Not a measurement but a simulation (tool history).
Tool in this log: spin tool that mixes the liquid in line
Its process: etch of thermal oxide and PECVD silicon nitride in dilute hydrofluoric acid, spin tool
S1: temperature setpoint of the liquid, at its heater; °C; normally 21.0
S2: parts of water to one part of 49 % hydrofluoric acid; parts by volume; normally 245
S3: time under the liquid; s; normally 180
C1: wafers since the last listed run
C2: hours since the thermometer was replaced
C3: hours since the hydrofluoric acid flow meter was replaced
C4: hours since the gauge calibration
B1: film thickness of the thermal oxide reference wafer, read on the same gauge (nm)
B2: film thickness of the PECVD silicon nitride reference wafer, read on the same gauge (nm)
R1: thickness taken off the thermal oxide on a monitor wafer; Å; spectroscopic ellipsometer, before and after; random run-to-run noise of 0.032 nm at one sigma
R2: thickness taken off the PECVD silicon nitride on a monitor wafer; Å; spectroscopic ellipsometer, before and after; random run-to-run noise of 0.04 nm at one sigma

| run | hour | S1 | S2 | S3 | C1 | C2 | C3 | C4 | B1 | B2 | R1 | R2 |
|---|---|---|---|---|---|---|---|---|---|---|---|---|
| 1 | 0.0 | 21.0 | 245 | 180 | 0 | 1507.6 | 495.6 | 753.0 | 133.214 | 114.189 | 26.61 | 34.12 |
| 2 | 98.2 | 21.0 | 245 | 180 | 682 | 1605.8 | 593.8 | 851.2 | 132.870 | 113.926 | 27.55 | 33.75 |
| 3 | 137.1 | 21.0 | 245 | 180 | 270 | 1644.7 | 632.7 | 890.1 | 132.798 | 113.818 | 27.31 | 33.94 |
|  | 384.0 | thermometer replaced |
| 4 | 391.2 | 21.0 | 245 | 180 | 1758 | 7.2 | 886.8 | 1144.2 | 132.290 | 113.394 | 26.91 | 33.96 |
|  | 437.7 | gauge calibrated |
| 5 | 490.4 | 21.0 | 245 | 180 | 689 | 106.4 | 986.0 | 52.7 | 137.136 | 117.487 | 27.86 | 35.49 |
| 6 | 565.1 | 21.0 | 245 | 180 | 518 | 181.1 | 1060.7 | 127.4 | 135.993 | 116.574 | 27.84 | 34.60 |
| 7 | 668.7 | 21.0 | 245 | 180 | 719 | 284.7 | 1164.3 | 231.0 | 134.779 | 115.503 | 27.07 | 34.37 |
|  | 845.0 | hydrofluoric acid flow meter replaced |
| 8 | 878.6 | 21.0 | 245 | 180 | 1451 | 494.6 | 33.6 | 440.9 | 132.933 | 113.954 | 27.23 | 34.17 |
| 9 | 915.6 | 21.0 | 345 | 250 | 257 | 531.6 | 70.6 | 477.9 | 132.710 | 113.746 | 24.54 | 33.76 |
| 10 | 965.9 | 21.0 | 245 | 180 | 349 | 581.9 | 120.9 | 528.2 | 132.416 | 113.466 | 27.59 | 33.94 |
| 11 | 1031.2 | 17.5 | 295 | 180 | 453 | 647.2 | 186.2 | 593.5 | 132.038 | 113.186 | 18.59 | 22.51 |
| 12 | 1082.7 | 17.0 | 190 | 70 | 357 | 698.7 | 237.7 | 645.0 | 131.845 | 112.985 | 12.24 | 13.03 |

What does the tool deliver on the next run?
| 13 | 1181.3 | 25.0 | 305 | 90 | 684 | 797.3 | 336.3 | 743.6 | ? | ? | ? | ? |

Run 13 produced B1 131.375, B2 112.629, R1 11.48 Å, R2 17.38 Å.
With no hidden state in the tool, this same run would have given R1 12.23 Å, R2 18.52 Å.
